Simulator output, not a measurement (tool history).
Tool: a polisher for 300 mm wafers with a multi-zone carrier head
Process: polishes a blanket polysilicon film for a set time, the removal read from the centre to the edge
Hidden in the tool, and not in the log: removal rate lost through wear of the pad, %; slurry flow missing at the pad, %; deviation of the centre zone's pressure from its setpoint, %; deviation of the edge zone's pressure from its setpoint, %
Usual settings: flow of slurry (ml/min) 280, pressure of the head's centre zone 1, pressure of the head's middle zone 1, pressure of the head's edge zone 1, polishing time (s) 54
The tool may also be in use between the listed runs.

| run | hour | flow of slurry (ml/min) | pressure of the head's centre zone | pressure of the head's middle zone | pressure of the head's edge zone | polishing time (s) | wafers since the last listed run | wafers polished on this pad | hours since the slurry nozzle was cleaned | hours since the centre zone pressure was calibrated | hours since the edge zone pressure was calibrated | hours since the carrier head's membrane was replaced | incoming thickness of the incoming film, nm | film removed at the wafer's centre (nm) | film removed at mid-radius (nm) | film removed at the wafer's edge (nm) |
|---|---|---|---|---|---|---|---|---|---|---|---|---|---|---|---|---|
| 1 | 0 | 280 | 1 | 1.09 | 1 | 49 | 0 | 6720 | 287.5 | 971.5 | 593.4 | 620.9 | 2206 | 340.8 | 369.1 | 349.9 |
| 2 | 102.3 | 305 | 0.88 | 1.07 | 1 | 41 | 1072 | 7793 | 389.8 | 1073.8 | 695.7 | 723.2 | 2197.8 | 250.4 | 305.2 | 292.5 |
|  | 127.3 | edge zone pressure recalibrated |
| 3 | 162.5 | 195 | 0.94 | 1 | 1 | 54 | 610 | 8403 | 450 | 1134 | 35.2 | 783.4 | 2182.2 | 319.2 | 354.7 | 358.1 |
| 4 | 239.2 | 280 | 1.05 | 0.92 | 0.91 | 44 | 804 | 9207 | 526.7 | 1210.7 | 111.9 | 860.1 | 2214 | 317 | 289.8 | 288.7 |
|  | 245.4 | worn pad replaced by a new one |
| 5 | 340.1 | 205 | 1 | 0.94 | 1 | 54 | 1015 | 992 | 627.6 | 1311.6 | 212.8 | 961 | 2193.3 | 361.8 | 358.8 | 381.7 |
|  | 363 | centre zone pressure recalibrated |
| 6 | 377.3 | 280 | 1 | 1 | 1 | 54 | 369 | 1361 | 664.8 | 14.3 | 250 | 998.2 | 2187.8 | 372.5 | 404.6 | 391.1 |
|  | 393.2 | carrier head's membrane replaced by a new one |
|  | 453.7 | slurry nozzle cleaned |
| 7 | 576.3 | 350 | 1 | 1 | 0.91 | 54 | 2023 | 3384 | 122.6 | 213.3 | 449 | 183.1 | 2185.2 | 405.2 | 399.8 | 381.2 |
| 8 | 702.7 | 340 | 1 | 1 | 1.06 | 54 | 1325 | 4709 | 249 | 339.7 | 575.4 | 309.5 | 2205.3 | 382.8 | 403 | 405.4 |
| 9 | 759 | 280 | 1 | 1 | 1 | 54 | 590 | 5299 | 305.3 | 396 | 631.7 | 365.8 | 2184 | 383.7 | 390.4 | 374.4 |
| 10 | 859.7 | 280 | 1.03 | 1.06 | 1 | 54 | 1055 | 6355 | 406 | 496.7 | 732.4 | 466.5 | 2168.5 | 382.7 | 405.8 | 379.6 |
| 11 | 900.3 | 280 | 1 | 1 | 1 | 54 | 425 | 6781 | 446.6 | 537.3 | 773 | 507.1 | 2176.5 | 374.2 | 393.3 | 375.8 |
|  | 944 | edge zone pressure recalibrated |
| 12 | 961.6 | 280 | 1 | 1 | 1 | 54 | 621 | 7402 | 507.9 | 598.6 | 17.6 | 568.4 | 2161.5 | 375.3 | 375.3 | 371.2 |
| 13 | 1054.7 | 200 | 0.92 | 1 | 1 | 54 | 975 | 8378 | 601 | 691.7 | 110.7 | 661.5 | 2214.3 | 304.3 | 345.8 | 359.6 |
|  | 1132.5 | worn pad replaced by a new one |
| 14 | 1152.6 | 320 | 0.95 | 1.08 | 1 | 54 | 984 | 210 | 698.9 | 789.6 | 208.6 | 759.4 | 2146.4 | 376.9 | 432.6 | 408.4 |
| 15 | 1223.2 | 280 | 1 | 1 | 1.04 | 54 | 740 | 950 | 769.5 | 860.2 | 279.2 | 830 | 2199.3 | 368.6 | 392.8 | 391.5 |
|  | 1286.3 | slurry nozzle cleaned |
| 16 | 1292 | 280 | 0.95 | 0.91 | 1 | 40 | 710 | 1661 | 5.7 | 929 | 348 | 898.8 | 2162.7 | 285.2 | 282.3 | 298.4 |
| 17 | 1451.2 | 210 | 1 | 1 | 1 | 48 | 1668 | 3329 | 164.9 | 1088.2 | 507.2 | 1058 | 2172.5 | 332.9 | 339.4 | 338.9 |
|  | 1469.1 | carrier head's membrane replaced by a new one |
| 18 | 1532.2 | 280 | 1 | 1.07 | 1 | 54 | 796 | 4126 | 245.9 | 1169.2 | 588.2 | 63.1 | 2138.6 | 381.6 | 408.1 | 377.2 |
| 19 | 1575.3 | 280 | 1 | 1 | 1 | 54 | 451 | 4578 | 289 | 1212.3 | 631.3 | 106.2 | 2155.9 | 381.1 | 385.8 | 381.1 |
| 20 | 1645.7 | 280 | 1 | 1.09 | 1 | 49 | 738 | 5316 | 359.4 | 1282.7 | 701.7 | 176.6 | 2189.9 | 346.6 | 382.4 | 339 |
| 21 | 1690.2 | 280 | 0.94 | 1 | 1 | 67 | 466 | 5783 | 403.9 | 1327.2 | 746.2 | 221.1 | 2206.2 | 432.2 | 484.6 | 482.9 |

5 ways to go on from here, each from the tool as it stands after run 21. What would each give?
| A | 1690.6 | 280 | 1 | 1 | 1 | 54 | 4 | 5787 | 404.3 | 1327.6 | 746.6 | 221.5 | 2206.2 | ? | ? | ? |
| B | 1690.6 | 280 | 1 | 1.06 | 1 | 54 | 4 | 5787 | 404.3 | 1327.6 | 746.6 | 221.5 | 2206.2 | ? | ? | ? |
| C | 1690.6 | 340 | 1 | 1 | 1 | 60 | 4 | 5787 | 404.3 | 1327.6 | 746.6 | 221.5 | 2206.2 | ? | ? | ? |
| D | 1690.6 | 375 | 1 | 1 | 1 | 54 | 4 | 5787 | 404.3 | 1327.6 | 746.6 | 221.5 | 2206.2 | ? | ? | ? |
| E | 1690.6 | 320 | 0.91 | 0.89 | 1.12 | 54 | 4 | 5787 | 404.3 | 1327.6 | 746.6 | 221.5 | 2206.2 | ? | ? | ? |

| run | film removed at the wafer's centre (nm) | film removed at mid-radius (nm) | film removed at the wafer's edge (nm) |
|---|---|---|---|
| A | 368.3 | 390.5 | 383.8 |
| B | 368.4 | 408.4 | 383.5 |
| C | 419.7 | 443.9 | 433.9 |
| D | 381.8 | 403.4 | 393.5 |
| E | 340.7 | 363.5 | 411.6 |
Without the tool's hidden state the same runs would have given:
| run | film removed at the wafer's centre (nm) | film removed at mid-radius (nm) | film removed at the wafer's edge (nm) |
|---|---|---|---|
| A | 407.4 | 431.2 | 422.2 |
| B | 407.5 | 451 | 421.9 |
| C | 462.7 | 488.7 | 476.3 |
| D | 420.4 | 443.6 | 431.5 |
| E | 376 | 400.6 | 452.1 |
